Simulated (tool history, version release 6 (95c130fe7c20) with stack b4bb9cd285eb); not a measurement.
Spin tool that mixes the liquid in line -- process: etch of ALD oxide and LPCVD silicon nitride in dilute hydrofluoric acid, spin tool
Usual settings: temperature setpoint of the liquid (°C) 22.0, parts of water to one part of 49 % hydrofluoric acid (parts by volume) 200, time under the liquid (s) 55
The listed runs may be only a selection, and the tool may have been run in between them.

run	hour	temperature setpoint of the liquid (°C)	parts of water to one part of 49 % hydrofluoric acid (parts by volume)	time under the liquid (s)	wafers since the last listed run	hours since the thermometer was replaced	hours since the hydrofluoric acid flow meter was replaced	hours since the gauge calibration	read-back film thickness of the ALD oxide reference wafer, read on the same gauge (nm)	thickness taken off the ALD oxide on a monitor wafer (angstrom)
1	0.0	22.0	200	55	0	84.0	69.4	55.4	49.98	62.6
2	16.9	22.0	200	55	263	100.9	86.3	72.3	50.00	62.2
3	50.2	26.0	200	45	519	134.2	119.6	105.6	50.00	58.7
4	72.4	25.5	125	55	346	156.4	141.8	127.8	50.00	122.5
5	101.3	24.5	200	55	451	185.3	170.7	156.7	50.01	67.6
6	118.3	23.5	200	50	265	202.3	187.7	173.7	50.01	59.6
7	148.8	25.5	300	55	476	232.8	218.2	204.2	50.01	42.3
8	178.1	17.5	285	30	457	262.1	247.5	233.5	49.99	18.3
9	193.0	17.0	200	55	232	277.0	262.4	248.4	49.99	50.4
10	228.0	26.5	200	55	546	312.0	297.4	283.4	50.00	71.7
11	244.1	26.5	160	55	251	328.1	313.5	299.5	50.00	94.1
12	258.9	20.5	200	45	231	342.9	328.3	314.3	50.00	46.6
13	365.7	22.0	200	55	1667	449.7	435.1	421.1	49.98	60.6
14	381.0	22.0	290	55	238	465.0	450.4	436.4	50.01	38.1
15	408.9	17.5	260	40	435	492.9	478.3	464.3	49.99	26.5
# hour 421.1: thermometer replaced
16	426.6	25.5	110	55	260	5.5	496.0	482.0	50.00	143.0
17	477.3	22.0	200	55	791	56.2	546.7	532.7	49.99	62.0
18	493.1	22.0	240	55	246	72.0	562.5	548.5	49.98	49.2
19	528.3	25.0	275	30	549	107.2	597.7	583.7	49.99	25.2
20	559.4	22.0	200	55	485	138.3	628.8	614.8	50.02	61.3
21	590.2	22.0	200	55	480	169.1	659.6	645.6	49.99	61.4
22	615.6	22.0	200	55	396	194.5	685.0	671.0	50.01	61.6

Predict the results of run 23:
23	629.4	25.5	200	55	215	208.3	698.8	684.8	?	?

Run 23 measured read-back film thickness of the ALD oxide reference wafer, read on the same gauge (nm) 49.99, thickness taken off the ALD oxide on a monitor wafer (angstrom) 69.7.
If the tool had no hidden condition, the same run with the same run-to-run variation would have returned thickness taken off the ALD oxide on a monitor wafer (angstrom) 71.4.

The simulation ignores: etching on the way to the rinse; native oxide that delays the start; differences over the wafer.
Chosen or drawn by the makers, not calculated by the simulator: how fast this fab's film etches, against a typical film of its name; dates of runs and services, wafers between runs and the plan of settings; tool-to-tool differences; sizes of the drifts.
